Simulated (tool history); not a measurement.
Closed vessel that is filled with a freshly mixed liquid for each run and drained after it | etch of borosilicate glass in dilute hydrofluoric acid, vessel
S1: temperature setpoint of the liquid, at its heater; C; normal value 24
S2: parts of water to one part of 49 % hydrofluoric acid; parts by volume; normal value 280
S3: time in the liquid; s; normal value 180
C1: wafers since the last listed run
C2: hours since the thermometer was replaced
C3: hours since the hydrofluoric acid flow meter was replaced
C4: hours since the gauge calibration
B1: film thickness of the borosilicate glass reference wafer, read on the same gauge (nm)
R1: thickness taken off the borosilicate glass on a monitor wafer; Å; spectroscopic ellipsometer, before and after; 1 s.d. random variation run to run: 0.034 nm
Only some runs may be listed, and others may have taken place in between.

run 1 day=0 | S1=26 S2=280 S3=180 | C1=0 C2=1562.2 C3=837.3 C4=2047.5 | B1=40 | R1=122.2
run 2 day=4.379 | S1=26 S2=280 S3=180 | C1=6923 C2=1667.3 C3=942.4 C4=2152.6 | B1=40 | R1=122.1
run 3 day=8.404 | S1=26 S2=280 S3=180 | C1=6363 C2=1763.9 C3=1039 C4=2249.2 | B1=40.01 | R1=122.7
run 4 day=9.992 | S1=24 S2=360 S3=95 | C1=2509 C2=1802 C3=1077.1 C4=2287.3 | B1=40.03 | R1=43.4
run 5 day=12.9 | S1=24 S2=360 S3=95 | C1=4598 C2=1871.8 C3=1146.9 C4=2357.1 | B1=40 | R1=43.4
run 6 day=16.904 | S1=24 S2=360 S3=95 | C1=6330 C2=1967.9 C3=1243 C4=2453.2 | B1=39.98 | R1=43.7
run 7 day=20.05 | S1=27 S2=315 S3=180 | C1=4973 C2=2043.4 C3=1318.5 C4=2528.7 | B1=40.01 | R1=108.7
run 8 day=24.308 | S1=27 S2=315 S3=180 | C1=6732 C2=2145.6 C3=1420.7 C4=2630.9 | B1=40.03 | R1=109.1
-- day=25.75 thermometer replaced
run 9 day=27.012 | S1=27 S2=315 S3=180 | C1=4209 C2=30.3 C3=1485.6 C4=2695.8 | B1=40.01 | R1=106
run 10 day=30.904 | S1=24 S2=220 S3=180 | C1=6152 C2=123.7 C3=1579 C4=2789.2 | B1=39.97 | R1=151.2
run 11 day=36.104 | S1=24 S2=280 S3=180 | C1=8221 C2=248.5 C3=1703.8 C4=2914 | B1=39.99 | R1=112.1
run 12 day=40.008 | S1=26.5 S2=280 S3=240 | C1=6172 C2=342.2 C3=1797.5 C4=3007.7 | B1=40 | R1=163.2
run 13 day=42.858 | S1=21 S2=325 S3=145 | C1=4505 C2=410.6 C3=1865.9 C4=3076.1 | B1=39.97 | R1=67.1
run 14 day=46.588 | S1=24 S2=280 S3=180 | C1=5895 C2=500.1 C3=1955.4 C4=3165.6 | B1=39.98 | R1=113
-- day=46.754 hydrofluoric acid flow meter replaced
run 15 day=48.817 | S1=22.5 S2=245 S3=95 | C1=3458 C2=553.6 C3=49.5 C4=3219.1 | B1=40.02 | R1=66.4
run 16 day=52.692 | S1=24 S2=280 S3=180 | C1=6126 C2=646.6 C3=142.5 C4=3312.1 | B1=40.02 | R1=112.4
run 17 day=54.983 | S1=22 S2=175 S3=130 | C1=3623 C2=701.6 C3=197.5 C4=3367.1 | B1=39.98 | R1=134.4
-- day=56.396 gauge calibrated
run 18 day=57.638 | S1=24 S2=280 S3=180 | C1=4196 C2=765.3 C3=261.2 C4=29.8 | B1=40 | R1=112.4
run 19 day=59.162 | S1=28.5 S2=400 S3=265 | C1=2411 C2=801.9 C3=297.8 C4=66.4 | B1=39.99 | R1=119.7
run 20 day=62.367 | S1=19.5 S2=340 S3=130 | C1=5065 C2=878.8 C3=374.7 C4=143.3 | B1=40.03 | R1=54.1
run 21 day=66.85 | S1=24 S2=280 S3=180 | C1=7088 C2=986.4 C3=482.3 C4=250.9 | B1=40.02 | R1=113.1
run 22 day=69.629 | S1=28.5 S2=280 S3=180 | C1=4393 C2=1053.1 C3=549 C4=317.6 | B1=39.99 | R1=132.2
run 23 day=72.188 | S1=22.5 S2=280 S3=260 | C1=4044 C2=1114.5 C3=610.4 C4=379 | B1=39.99 | R1=154.5
run 24 day=74.692 | S1=28.5 S2=280 S3=180 | C1=3959 C2=1174.6 C3=670.5 C4=439.1 | B1=39.97 | R1=131.7
run 25 day=76.842 | S1=24 S2=280 S3=75 | C1=3399 C2=1226.2 C3=722.1 C4=490.7 | B1=40.01 | R1=47.4
run 26 day=79.817 | S1=26 S2=280 S3=180 | C1=4703 C2=1297.6 C3=793.5 C4=562.1 | B1=40 | R1=122.1
run 27 day=82.367 | S1=24 S2=145 S3=125 | C1=4031 C2=1358.8 C3=854.7 C4=623.3 | B1=39.99 | R1=176
run 28 day=86.675 | S1=24 S2=280 S3=180 | C1=6811 C2=1462.2 C3=958.1 C4=726.7 | B1=40.02 | R1=113.5
run 29 day=91.038 | S1=28 S2=280 S3=230 | C1=6897 C2=1566.9 C3=1062.8 C4=831.4 | B1=40.02 | R1=167.8
run 30 day=99.412 | S1=24 S2=280 S3=180 | C1=13241 C2=1767.9 C3=1263.8 C4=1032.4 | B1=40 | R1=114
run 31 day=101.292 | S1=26.5 S2=410 S3=75 | C1=2971 C2=1813 C3=1308.9 C4=1077.5 | B1=40.01 | R1=31.1
run 32 day=103.162 | S1=19.5 S2=195 S3=230 | C1=2957 C2=1857.9 C3=1353.8 C4=1122.4 | B1=40.02 | R1=193.5

Hidden state at the last listed run before each entry between runs and at the first one after, where it differs:
In the gap between runs 8 and 9: thermometer replaced (day 25.75)
  liquid hotter than its thermometer reads (K): 0.887 -> 0.0198
  measured result minus the result with no hidden state, R1: +3.2 -> +0.1 Å
In the gap between runs 14 and 15: hydrofluoric acid flow meter replaced (day 46.754)
  liquid hotter than its thermometer reads (K): 0.204 -> 0.225
  measured result minus the result with no hidden state, R1: +0.8 -> +0.6 Å
In the gap between runs 17 and 18: gauge calibrated (day 56.396)
  liquid hotter than its thermometer reads (K): 0.283 -> 0.308
  measured result minus the result with no hidden state, R1: +1.5 -> +1.2 Å
